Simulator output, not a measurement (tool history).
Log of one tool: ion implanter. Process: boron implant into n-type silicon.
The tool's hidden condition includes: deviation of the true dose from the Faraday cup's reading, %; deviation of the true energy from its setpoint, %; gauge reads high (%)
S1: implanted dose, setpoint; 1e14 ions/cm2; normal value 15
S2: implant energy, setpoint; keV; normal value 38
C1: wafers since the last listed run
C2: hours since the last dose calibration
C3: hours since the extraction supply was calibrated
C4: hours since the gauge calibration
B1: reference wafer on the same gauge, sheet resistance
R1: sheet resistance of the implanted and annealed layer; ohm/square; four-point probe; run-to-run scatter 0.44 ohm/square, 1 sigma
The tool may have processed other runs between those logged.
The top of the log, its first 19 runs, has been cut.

run   hour     S1    S2   C1     C2     C3     C4      B1      R1
 20  301.9  18.72    33  117  186.6  153.4  519.8  103.64   76.56
 21  309.5     15    38  115  194.2    161  527.4   103.5   87.57
 22    326  19.09  33.5  250  210.7  177.5  543.9  103.58   74.71
 23  343.7  17.36    42  269  228.4  195.2  561.6  103.54   78.13
 24  357.9  11.53  26.5  215  242.6  209.4  575.8  103.51  110.87
     362.9  -- gauge calibrated
 25  366.9  19.01    42  136  251.6  218.4      4  103.58   73.26
 26  374.7  18.44    49  118  259.4  226.2   11.8  103.56   73.45
 27  380.8  12.04    44   92  265.5  232.3   17.9  103.38  103.78
 28  388.4  12.94    29  115  273.1  239.9   25.5  103.55   99.69
 29  394.6  12.84  42.5   94  279.3  246.1   31.7  103.51   97.83
 30  400.7  10.66    38   92  285.4  252.2   37.8  103.58  114.45
 31  422.8  17.36    42  335  307.5  274.3   59.9  103.65   77.49
 32  432.2  12.41  32.5  142  316.9  283.7   69.3  103.46  101.26
 33  464.3  11.25    28  487    349  315.8  101.4  103.51  111.13
 34    478     15  44.5  208  362.7  329.5  115.1  103.44   86.51
 35  502.5  16.88  47.5  372  387.2    354  139.6  103.28   78.08
 36  518.8     15  45.5  247  403.5  370.3  155.9  103.43   85.84
 37  535.8  19.22  43.5  258  420.5  387.3  172.9   103.4   72.02

Branching from run 37: 4 alternative next runs. What would each branch give?
  A  536.2     15  46.5   6  420.9  387.7  173.3   ?   ?
  B  536.2  19.37  46.5   6  420.9  387.7  173.3   ?   ?
  C  536.2  12.34    25   6  420.9  387.7  173.3   ?   ?
  D  536.2  18.32  29.5   6  420.9  387.7  173.3   ?   ?

run      B1      R1
  A  103.36   86.54
  B  103.36   71.37
  C  103.36  105.07
  D  103.36    78.4
Without the tool's unlogged condition, the same runs would have read:
run      R1
  A   89.19
  B   73.41
  C  108.11
  D   80.35
